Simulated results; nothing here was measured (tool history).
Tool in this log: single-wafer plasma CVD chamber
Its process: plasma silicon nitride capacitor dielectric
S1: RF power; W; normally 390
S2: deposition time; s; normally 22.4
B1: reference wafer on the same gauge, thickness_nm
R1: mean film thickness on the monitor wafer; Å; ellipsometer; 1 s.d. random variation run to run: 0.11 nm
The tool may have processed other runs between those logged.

run    hour   S1    S2      B1      R1
  1     0.0  390  22.4  29.405  290.11
  2    32.9  390  22.4  29.381  292.23
  3    58.2  390  22.4  29.371  291.19
  4    70.9  390  22.4  29.352  291.59
  5    89.2  390  22.4  29.329  290.25
  6   110.9  390  22.4  29.362  291.13
  7   127.4  390  22.4  29.329  290.64
  8   160.7  410  21.4  29.295  281.52
  9   196.3  410  21.4  29.323  280.79
 10   215.4  410  21.4  29.335  281.03
 11   235.0  390  22.4  29.308  289.97
 12   280.4  390  22.4  29.293  290.71
 13   293.8  390  22.4  29.254  290.61
 14   317.6  390  22.4  29.294  290.84
 15   348.2  450  25.3  29.241  337.08
 16   448.5  370  23.4  29.261  301.40
 17   482.2  390  22.4  29.232  291.03
 18   498.7  390  22.4  29.215  289.29
 19   516.0  410  21.0  30.149  284.60
 20   543.0  345  25.5  30.099  333.34
 21   572.9  390  24.7  29.998  329.72
 22   605.1  345  18.0  29.937  233.89
 23   625.7  465  22.4  29.895  305.49
 24   638.0  465  21.0  29.844  287.39
 25   662.4  390  22.4  29.830  296.75
 26   686.6  340  25.1  29.830  323.51
 27   718.4  335  25.2  29.730  322.36
 28   745.0  390  22.4  29.712  295.61
 29   758.9  360  22.4  29.665  291.58
 30   775.2  390  22.4  29.634  295.00
 31   807.8  410  22.4  29.619  296.04
 32   825.5  325  19.6  29.631  248.51
 33   857.8  390  22.4  29.573  293.94
 34   939.3  360  20.8  29.480  266.42
 35   960.2  315  22.4  29.512  282.94
 36   994.4  435  22.4  29.451  298.75
 37  1010.5  390  23.5  29.440  306.43

Not shown here: 3 entries made in the log between runs. Locate each between two listed runs and compare the hidden state at the listed run before it with the hidden state at the listed run after it:
In the gap between runs 18 and 19: gauge calibrated (hour 511.6)
  gauge reads high (%): -2.56 -> 0.455
  measured result minus the result with no hidden state, R1: -7.61 -> +1.29 Å
In the gap between runs 20 and 21: RF generator calibrated (hour 564.0)
  gauge reads high (%): 0.228 -> -0.00202
  measured result minus the result with no hidden state, R1: +0.76 -> -0.01 Å
In the gap between runs 21 and 22: showerhead replaced (hour 590.0)
  gauge reads high (%): -0.00202 -> -0.228
  measured result minus the result with no hidden state, R1: -0.01 -> -0.54 Å
